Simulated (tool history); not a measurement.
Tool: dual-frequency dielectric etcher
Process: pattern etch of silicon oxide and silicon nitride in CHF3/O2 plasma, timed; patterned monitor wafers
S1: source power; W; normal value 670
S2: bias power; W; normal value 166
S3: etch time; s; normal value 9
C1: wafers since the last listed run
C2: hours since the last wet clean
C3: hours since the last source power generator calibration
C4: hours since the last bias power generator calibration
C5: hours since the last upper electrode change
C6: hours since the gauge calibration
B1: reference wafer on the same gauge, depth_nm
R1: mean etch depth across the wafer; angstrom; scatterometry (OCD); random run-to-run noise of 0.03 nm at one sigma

| run | hour | S1 | S2 | S3 | C1 | C2 | C3 | C4 | C5 | C6 | B1 | R1 |
|---|---|---|---|---|---|---|---|---|---|---|---|---|
| 1 | 0 | 670 | 166 | 9 | 0 | 475.8 | 1176.6 | 1908 | 1846 | 1468.1 | 14.19 | 133.5 |
| 2 | 53.2 | 670 | 166 | 9 | 1227 | 529 | 1229.8 | 1961.2 | 1899.2 | 1521.3 | 14.2 | 133.1 |
| 3 | 99.4 | 670 | 166 | 10 | 1065 | 575.2 | 1276 | 2007.4 | 1945.4 | 1567.5 | 14.2 | 148 |
|  | 171.7 | wet clean of the chamber |
| 4 | 263.8 | 670 | 166 | 11 | 3238 | 92.1 | 1440.4 | 2171.8 | 2109.8 | 1731.9 | 14.2 | 162.4 |
| 5 | 297.2 | 670 | 166 | 11 | 770 | 125.5 | 1473.8 | 2205.2 | 2143.2 | 1765.3 | 14.2 | 162.5 |
|  | 316 | source power generator calibrated |
| 6 | 341.9 | 670 | 166 | 11 | 938 | 170.2 | 25.9 | 2249.9 | 2187.9 | 1810 | 14.19 | 167.6 |
|  | 371 | gauge calibrated |
| 7 | 411.6 | 670 | 166 | 7.5 | 1607 | 239.9 | 95.6 | 2319.6 | 2257.6 | 40.6 | 14.19 | 113.6 |
| 8 | 478.8 | 670 | 166 | 7.5 | 1549 | 307.1 | 162.8 | 2386.8 | 2324.8 | 107.8 | 14.2 | 113.7 |
| 9 | 517 | 670 | 166 | 7.5 | 881 | 345.3 | 201 | 2425 | 2363 | 146 | 14.19 | 113.4 |
|  | 532.7 | bias power generator calibrated |
| 10 | 577.2 | 670 | 166 | 9 | 1296 | 405.5 | 261.2 | 44.5 | 2423.2 | 206.2 | 14.21 | 135.2 |
| 11 | 612 | 670 | 166 | 9 | 802 | 440.3 | 296 | 79.3 | 2458 | 241 | 14.2 | 135.6 |
| 12 | 636.9 | 670 | 166 | 9 | 574 | 465.2 | 320.9 | 104.2 | 2482.9 | 265.9 | 14.2 | 134.9 |
| 13 | 669 | 670 | 166 | 9 | 740 | 497.3 | 353 | 136.3 | 2515 | 298 | 14.21 | 134.9 |
| 14 | 730.1 | 540 | 139 | 7.5 | 1409 | 558.4 | 414.1 | 197.4 | 2576.1 | 359.1 | 14.19 | 93.6 |
|  | 775.4 | wet clean of the chamber |
| 15 | 794 | 670 | 166 | 9 | 920 | 18.6 | 478 | 261.3 | 2640 | 423 | 14.2 | 135.3 |
|  | 877.2 | upper electrode replaced |
| 16 | 877.7 | 820 | 204 | 9 | 1376 | 102.3 | 561.7 | 345 | 0.5 | 506.7 | 14.19 | 160.2 |
| 17 | 922.7 | 580 | 166 | 9 | 1037 | 147.3 | 606.7 | 390 | 45.5 | 551.7 | 14.2 | 123.3 |

What will run 18 give?
| 18 | 967.3 | 760 | 181 | 7 | 1028 | 191.9 | 651.3 | 434.6 | 90.1 | 596.3 | ? | ? |

Run 18 measured B1 14.2, R1 115 angstrom.
Without the tool's hidden state the same run would have given R1 116.6 angstrom.
